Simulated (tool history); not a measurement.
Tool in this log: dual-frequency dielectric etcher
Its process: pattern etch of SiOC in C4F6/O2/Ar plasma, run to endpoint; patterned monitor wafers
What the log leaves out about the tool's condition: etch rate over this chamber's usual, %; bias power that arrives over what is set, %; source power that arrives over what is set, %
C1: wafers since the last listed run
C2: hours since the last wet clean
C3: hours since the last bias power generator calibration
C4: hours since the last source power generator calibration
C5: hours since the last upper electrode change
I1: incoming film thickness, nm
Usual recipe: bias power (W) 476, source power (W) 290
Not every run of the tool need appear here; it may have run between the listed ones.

{"run": 1, "hour": 0.0, "bias power (W)": 526, "source power (W)": 290, "C1": 0, "C2": 410.4, "C3": 1291.5, "C4": 1508.9, "C5": 4245.5, "I1": 41.6, "endpoint time (s)": 14.6}
{"run": 2, "hour": 6.1, "bias power (W)": 476, "source power (W)": 290, "C1": 91, "C2": 416.5, "C3": 1297.6, "C4": 1515.0, "C5": 4251.6, "I1": 41.29, "endpoint time (s)": 15.1}
{"run": 3, "hour": 18.3, "bias power (W)": 545, "source power (W)": 330, "C1": 183, "C2": 428.7, "C3": 1309.8, "C4": 1527.2, "C5": 4263.8, "I1": 41.33, "endpoint time (s)": 13.6}
{"run": 4, "hour": 31.8, "bias power (W)": 537, "source power (W)": 250, "C1": 203, "C2": 442.2, "C3": 1323.3, "C4": 1540.7, "C5": 4277.3, "I1": 41.63, "endpoint time (s)": 15.7}
{"run": 5, "hour": 46.5, "bias power (W)": 537, "source power (W)": 250, "C1": 221, "C2": 456.9, "C3": 1338.0, "C4": 1555.4, "C5": 4292.0, "I1": 41.25, "endpoint time (s)": 15.4}
{"run": 6, "hour": 61.3, "bias power (W)": 537, "source power (W)": 250, "C1": 222, "C2": 471.7, "C3": 1352.8, "C4": 1570.2, "C5": 4306.8, "I1": 41.49, "endpoint time (s)": 15.3}
{"run": 7, "hour": 68.5, "bias power (W)": 476, "source power (W)": 290, "C1": 108, "C2": 478.9, "C3": 1360.0, "C4": 1577.4, "C5": 4314.0, "I1": 41.73, "endpoint time (s)": 15.6}
{"run": 8, "hour": 77.9, "bias power (W)": 476, "source power (W)": 260, "C1": 141, "C2": 488.3, "C3": 1369.4, "C4": 1586.8, "C5": 4323.4, "I1": 41.62, "endpoint time (s)": 16.2}
{"run": 9, "hour": 94.5, "bias power (W)": 476, "source power (W)": 330, "C1": 249, "C2": 504.9, "C3": 1386.0, "C4": 1603.4, "C5": 4340.0, "I1": 41.57, "endpoint time (s)": 14.5}
{"run": 10, "hour": 111.1, "bias power (W)": 476, "source power (W)": 330, "C1": 249, "C2": 521.5, "C3": 1402.6, "C4": 1620.0, "C5": 4356.6, "I1": 41.62, "endpoint time (s)": 14.6}
{"run": 11, "hour": 123.7, "bias power (W)": 476, "source power (W)": 290, "C1": 189, "C2": 534.1, "C3": 1415.2, "C4": 1632.6, "C5": 4369.2, "I1": 41.52, "endpoint time (s)": 15.3}
{"run": 12, "hour": 140.1, "bias power (W)": 476, "source power (W)": 290, "C1": 246, "C2": 550.5, "C3": 1431.6, "C4": 1649.0, "C5": 4385.6, "I1": 41.14, "endpoint time (s)": 15.5}
{"run": 13, "hour": 148.7, "bias power (W)": 476, "source power (W)": 290, "C1": 129, "C2": 559.1, "C3": 1440.2, "C4": 1657.6, "C5": 4394.2, "I1": 41.61, "endpoint time (s)": 15.4}
{"hour": 159.1, "done": "source power generator calibrated"}
{"hour": 187.3, "done": "wet clean of the chamber"}
{"run": 14, "hour": 187.8, "bias power (W)": 476, "source power (W)": 290, "C1": 166, "C2": 0.5, "C3": 1479.3, "C4": 28.7, "C5": 4433.3, "I1": 41.51, "endpoint time (s)": 14.8}
{"run": 15, "hour": 198.6, "bias power (W)": 476, "source power (W)": 290, "C1": 162, "C2": 11.3, "C3": 1490.1, "C4": 39.5, "C5": 4444.1, "I1": 41.67, "endpoint time (s)": 14.8}
{"run": 16, "hour": 212.3, "bias power (W)": 561, "source power (W)": 240, "C1": 206, "C2": 25.0, "C3": 1503.8, "C4": 53.2, "C5": 4457.8, "I1": 41.69, "endpoint time (s)": 15.1}
{"run": 17, "hour": 219.6, "bias power (W)": 476, "source power (W)": 290, "C1": 109, "C2": 32.3, "C3": 1511.1, "C4": 60.5, "C5": 4465.1, "I1": 41.53, "endpoint time (s)": 14.8}
{"run": 18, "hour": 227.6, "bias power (W)": 476, "source power (W)": 290, "C1": 120, "C2": 40.3, "C3": 1519.1, "C4": 68.5, "C5": 4473.1, "I1": 41.15, "endpoint time (s)": 14.5}
{"run": 19, "hour": 239.4, "bias power (W)": 593, "source power (W)": 260, "C1": 177, "C2": 52.1, "C3": 1530.9, "C4": 80.3, "C5": 4484.9, "I1": 41.51, "endpoint time (s)": 14.1}
{"run": 20, "hour": 255.6, "bias power (W)": 517, "source power (W)": 290, "C1": 243, "C2": 68.3, "C3": 1547.1, "C4": 96.5, "C5": 4501.1, "I1": 40.92, "endpoint time (s)": 14.3}
{"run": 21, "hour": 273.4, "bias power (W)": 412, "source power (W)": 320, "C1": 267, "C2": 86.1, "C3": 1564.9, "C4": 114.3, "C5": 4518.9, "I1": 41.55, "endpoint time (s)": 15.1}
{"hour": 284.0, "done": "bias power generator calibrated"}
{"hour": 336.4, "done": "upper electrode replaced"}
{"run": 22, "hour": 336.9, "bias power (W)": 434, "source power (W)": 320, "C1": 533, "C2": 149.6, "C3": 52.9, "C4": 177.8, "C5": 0.5, "I1": 41.7, "endpoint time (s)": 14.8}
{"run": 23, "hour": 337.2, "bias power (W)": 541, "source power (W)": 340, "C1": 4, "C2": 149.9, "C3": 53.2, "C4": 178.1, "C5": 0.8, "I1": 41.31, "endpoint time (s)": 13.5}
{"run": 24, "hour": 350.2, "bias power (W)": 423, "source power (W)": 290, "C1": 195, "C2": 162.9, "C3": 66.2, "C4": 191.1, "C5": 13.8, "I1": 41.26, "endpoint time (s)": 15.8}
{"run": 25, "hour": 366.4, "bias power (W)": 545, "source power (W)": 330, "C1": 243, "C2": 179.1, "C3": 82.4, "C4": 207.3, "C5": 30.0, "I1": 41.34, "endpoint time (s)": 13.5}
{"run": 26, "hour": 374.0, "bias power (W)": 524, "source power (W)": 360, "C1": 114, "C2": 186.7, "C3": 90.0, "C4": 214.9, "C5": 37.6, "I1": 41.08, "endpoint time (s)": 13.0}
{"run": 27, "hour": 388.2, "bias power (W)": 476, "source power (W)": 230, "C1": 213, "C2": 200.9, "C3": 104.2, "C4": 229.1, "C5": 51.8, "I1": 41.09, "endpoint time (s)": 16.5}
{"run": 28, "hour": 398.4, "bias power (W)": 476, "source power (W)": 270, "C1": 153, "C2": 211.1, "C3": 114.4, "C4": 239.3, "C5": 62.0, "I1": 41.84, "endpoint time (s)": 15.6}
{"run": 29, "hour": 407.7, "bias power (W)": 520, "source power (W)": 250, "C1": 139, "C2": 220.4, "C3": 123.7, "C4": 248.6, "C5": 71.3, "I1": 41.84, "endpoint time (s)": 15.6}
{"run": 30, "hour": 422.5, "bias power (W)": 365, "source power (W)": 270, "C1": 222, "C2": 235.2, "C3": 138.5, "C4": 263.4, "C5": 86.1, "I1": 41.56, "endpoint time (s)": 17.3}
{"run": 31, "hour": 431.9, "bias power (W)": 440, "source power (W)": 320, "C1": 141, "C2": 244.6, "C3": 147.9, "C4": 272.8, "C5": 95.5, "I1": 41.65, "endpoint time (s)": 15.0}
{"run": 32, "hour": 446.0, "bias power (W)": 579, "source power (W)": 360, "C1": 212, "C2": 258.7, "C3": 162.0, "C4": 286.9, "C5": 109.6, "I1": 41.87, "endpoint time (s)": 12.9}
{"run": 33, "hour": 459.4, "bias power (W)": 377, "source power (W)": 270, "C1": 201, "C2": 272.1, "C3": 175.4, "C4": 300.3, "C5": 123.0, "I1": 41.79, "endpoint time (s)": 17.4}
{"run": 34, "hour": 469.6, "bias power (W)": 476, "source power (W)": 290, "C1": 153, "C2": 282.3, "C3": 185.6, "C4": 310.5, "C5": 133.2, "I1": 41.3, "endpoint time (s)": 15.1}

Each row is a separate what-if for the run after 34, all from the same tool condition, not one after another. Results?
{"run": "A", "hour": 470.0, "bias power (W)": 476, "source power (W)": 290, "C1": 6, "C2": 282.7, "C3": 186.0, "C4": 310.9, "C5": 133.6, "I1": 41.6, "endpoint time (s)": "?"}
{"run": "B", "hour": 470.0, "bias power (W)": 362, "source power (W)": 290, "C1": 6, "C2": 282.7, "C3": 186.0, "C4": 310.9, "C5": 133.6, "I1": 41.6, "endpoint time (s)": "?"}
{"run": "C", "hour": 470.0, "bias power (W)": 578, "source power (W)": 230, "C1": 6, "C2": 282.7, "C3": 186.0, "C4": 310.9, "C5": 133.6, "I1": 41.6, "endpoint time (s)": "?"}
{"run": "D", "hour": 470.0, "bias power (W)": 476, "source power (W)": 250, "C1": 6, "C2": 282.7, "C3": 186.0, "C4": 310.9, "C5": 133.6, "I1": 41.6, "endpoint time (s)": "?"}
{"run": "E", "hour": 470.0, "bias power (W)": 417, "source power (W)": 350, "C1": 6, "C2": 282.7, "C3": 186.0, "C4": 310.9, "C5": 133.6, "I1": 41.6, "endpoint time (s)": "?"}

run=A endpoint_time_(s)=15.5
run=B endpoint_time_(s)=17.3
run=C endpoint_time_(s)=15.7
run=D endpoint_time_(s)=16.5
run=E endpoint_time_(s)=15.1
What these runs would have given with no unlogged condition in the tool:
run=A endpoint_time_(s)=15.0
run=B endpoint_time_(s)=16.8
run=C endpoint_time_(s)=15.3
run=D endpoint_time_(s)=16.0
run=E endpoint_time_(s)=14.6

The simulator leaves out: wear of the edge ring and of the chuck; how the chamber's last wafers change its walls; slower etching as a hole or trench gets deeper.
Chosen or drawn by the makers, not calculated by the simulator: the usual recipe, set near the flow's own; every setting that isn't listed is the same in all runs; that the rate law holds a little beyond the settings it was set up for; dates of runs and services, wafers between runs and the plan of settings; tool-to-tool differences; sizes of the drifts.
